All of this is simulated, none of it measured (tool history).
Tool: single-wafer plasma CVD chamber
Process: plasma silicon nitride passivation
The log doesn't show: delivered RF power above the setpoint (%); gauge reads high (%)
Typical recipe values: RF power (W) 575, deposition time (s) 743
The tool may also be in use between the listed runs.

run   hour  RF power (W)  deposition time (s)  wafers since the last listed run  hours since the last RF generator calibration  hours since the showerhead was replaced  hours since the gauge calibration  read-back reference wafer on the same gauge, thickness_nm  mean film thickness on the monitor wafer (angstrom)
  1      0           635                  659                                 0                                         1704.2                                   7334.8                              132.7                                                    829.852                                              9422.08
  2   10.9           635                  659                                22                                         1715.1                                   7345.7                              143.6                                                    830.158                                              9421.53
  3   27.2           635                  659                                34                                         1731.4                                     7362                              159.9                                                    830.114                                              9456.61
  4     35           575                  743                                16                                         1739.2                                   7369.8                              167.7                                                    829.467                                             10286.26
  5   49.2           575                  743                                29                                         1753.4                                     7384                              181.9                                                    830.146                                             10281.54
  6   56.2           575                  743                                14                                         1760.4                                     7391                              188.9                                                    829.843                                              10218.1
  7   70.5           550                  743                                30                                         1774.7                                   7405.3                              203.2                                                    829.815                                             10139.77
  8   98.7           550                  743                                59                                         1802.9                                   7433.5                              231.4                                                    829.711                                             10119.66
  9  114.8           550                  743                                33                                           1819                                   7449.6                              247.5                                                    829.942                                             10152.17
 10  122.8           575                  743                                16                                           1827                                   7457.6                              255.5                                                    830.091                                             10231.81
 11  133.3           575                  674                                22                                         1837.5                                   7468.1                                266                                                    830.008                                              9333.62
 12  171.4           540                  743                                80                                         1875.6                                   7506.2                              304.1                                                    830.588                                             10108.77
 13  186.5           540                  743                                31                                         1890.7                                   7521.3                              319.2                                                    830.102                                                10089
 14  194.9           575                  660                                17                                         1899.1                                   7529.7                              327.6                                                    829.888                                              9145.12
       227  -- gauge calibrated
 15  247.6           545                  873                               110                                         1951.8                                   7582.4                               20.6                                                    829.911                                             11864.52
     259.3  -- showerhead replaced
 16  259.8           480                  619                                 8                                           1964                                      0.5                               32.8                                                    829.925                                               8040.3
 17  272.6           460                  743                                26                                         1976.8                                     13.3                               45.6                                                    830.339                                              9541.97
 18  325.7           575                  671                               111                                         2029.9                                     66.4                               98.7                                                    830.095                                              9294.35
 19  339.8           495                  656                                29                                           2044                                     80.5                              112.8                                                    830.122                                              8648.16
     351.3  -- RF generator calibrated
 20  351.8           645                  691                                 8                                            0.5                                     92.5                              124.8                                                    829.701                                              9892.98
 21  365.8           480                  619                                29                                           14.5                                    106.5                              138.8                                                    830.417                                              8058.75
 22  376.6           475                  870                                22                                           25.3                                    117.3                              149.6                                                    830.373                                             11300.02
 23  393.7           635                  659                                35                                           42.4                                    134.4                              166.7                                                    829.468                                              9427.43
 24  411.4           610                  606                                37                                           60.1                                    152.1                              184.4                                                     829.86                                              8536.98
 25  426.8           470                  832                                32                                           75.5                                    167.5                              199.8                                                    830.235                                             10778.89
 26  440.9           530                  815                                29                                           89.6                                    181.6                              213.9                                                     830.44                                              11017.3
 27  455.2           675                  791                                30                                          103.9                                    195.9                              228.2                                                    830.104                                             11515.06
 28  461.5           575                  743                                13                                          110.2                                    202.2                              234.5                                                    829.793                                             10223.49
 29  475.9           680                  652                                30                                          124.6                                    216.6                              248.9                                                    830.152                                              9510.21

List, for all runs, the conditions of the tool that the log does not record:
delivered RF power above the setpoint (%): 0 at every run
gauge reads high (%): 0 at every run
